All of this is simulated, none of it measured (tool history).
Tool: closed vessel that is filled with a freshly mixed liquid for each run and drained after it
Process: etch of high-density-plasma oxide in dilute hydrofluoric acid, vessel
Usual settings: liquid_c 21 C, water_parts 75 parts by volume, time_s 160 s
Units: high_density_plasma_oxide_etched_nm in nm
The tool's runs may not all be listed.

run	hour	liquid_c	water_parts	time_s	wafers since the last listed run	hours since the thermometer was replaced	hours since the hydrofluoric acid flow meter was replaced	hours since the gauge calibration	read-back film thickness of the high-density-plasma oxide reference wafer, read on the same gauge (nm)	high_density_plasma_oxide_etched_nm
1	0	19	75	160	0	2186	1398.2	2602.4	89.98	11.91
2	93.5	21	75	160	9682	2279.5	1491.7	2695.9	89.99	12.88
# hour 145.2: thermometer replaced
3	153.6	17.5	75	160	6120	8.4	1551.8	2756	90	10.56
4	193.7	17.5	75	160	4152	48.5	1591.9	2796.1	90	10.51
5	296.6	21	75	160	10655	151.4	1694.8	2899	90	12.36
6	352.7	21	75	160	5809	207.5	1750.9	2955.1	90.03	12.32
# hour 364.9: gauge calibrated
7	401	21	75	160	5001	255.8	1799.2	36.1	89.99	12.22
8	505.7	21	75	160	10842	360.5	1903.9	140.8	89.99	12.37
9	568.2	21	75	225	6472	423	1966.4	203.3	90	17.25
10	616.8	21	90	200	5032	471.6	2015	251.9	89.99	12.66
11	722.6	21	75	120	10956	577.4	2120.8	357.7	89.98	9.24
12	801.9	21	75	160	8211	656.7	2200.1	437	89.98	12.42
# hour 820.8: hydrofluoric acid flow meter replaced
13	907.4	21	95	160	10821	762.2	86.6	542.5	89.98	9.69
14	993.7	21	65	250	8936	848.5	172.9	628.8	90.02	23.03
15	1048.9	25.5	75	160	5716	903.7	228.1	684	90	15.26
16	1098.3	17	75	90	5115	953.1	277.5	733.4	89.96	6.09
17	1151.9	21	75	160	5550	1006.7	331.1	787	90	12.65
18	1191.6	23.5	50	115	4111	1046.4	370.8	826.7	90	15.59
19	1247.6	23.5	75	105	5799	1102.4	426.8	882.7	89.98	9.21
20	1289.4	21	35	115	4328	1144.2	468.6	924.5	90	20.59
21	1384	25	85	255	9796	1238.8	563.2	1019.1	90.01	20.78
22	1457	17	40	215	7559	1311.8	636.2	1092.1	90.01	28.28
23	1521.9	21	75	245	6720	1376.7	701.1	1157	90.02	19.61
24	1594.4	21	75	200	7507	1449.2	773.6	1229.5	89.99	16.09
25	1648.9	17	75	160	5643	1503.7	828.1	1284	90.02	10.87
26	1710.6	21	75	160	6389	1565.4	889.8	1345.7	89.99	12.86
27	1752	17	95	185	4287	1606.8	931.2	1387.1	90.02	9.65
28	1803.1	21	105	160	5291	1657.9	982.3	1438.2	90.02	8.83
29	1852.4	21	75	160	5105	1707.2	1031.6	1487.5	90.01	12.82
30	1895.7	19	110	90	4483	1750.5	1074.9	1530.8	90	4.35
31	1983.3	23.5	110	160	9071	1838.1	1162.5	1618.4	89.99	9.24
32	2038.9	21	75	160	5757	1893.7	1218.1	1674	89.99	12.94
33	2097	24	35	215	6016	1951.8	1276.2	1732.1	90	44.38

How the hidden state differs across the entries between the runs, from the last listed run before each to the first after it:
Between runs 2 and 3: thermometer replaced (hour 145.2)
  liquid hotter than its thermometer reads (K): 1.43 -> 0.189; hydrofluoric acid flow below the setpoint (%): 1.4 -> 1.45
  measured less the result without the state, high_density_plasma_oxide_etched_nm: +0.55 -> -0.08 nm
Between runs 6 and 7: gauge calibrated (hour 364.9)
  liquid hotter than its thermometer reads (K): 0.301 -> 0.328; hydrofluoric acid flow below the setpoint (%): 1.61 -> 1.65
  measured less the result without the state, high_density_plasma_oxide_etched_nm: -0.06 -> -0.05 nm
Between runs 12 and 13: hydrofluoric acid flow meter replaced (hour 820.8)
  liquid hotter than its thermometer reads (K): 0.553 -> 0.612; hydrofluoric acid flow below the setpoint (%): 1.97 -> 0.172
  measured less the result without the state, high_density_plasma_oxide_etched_nm: +0.02 -> +0.22 nm

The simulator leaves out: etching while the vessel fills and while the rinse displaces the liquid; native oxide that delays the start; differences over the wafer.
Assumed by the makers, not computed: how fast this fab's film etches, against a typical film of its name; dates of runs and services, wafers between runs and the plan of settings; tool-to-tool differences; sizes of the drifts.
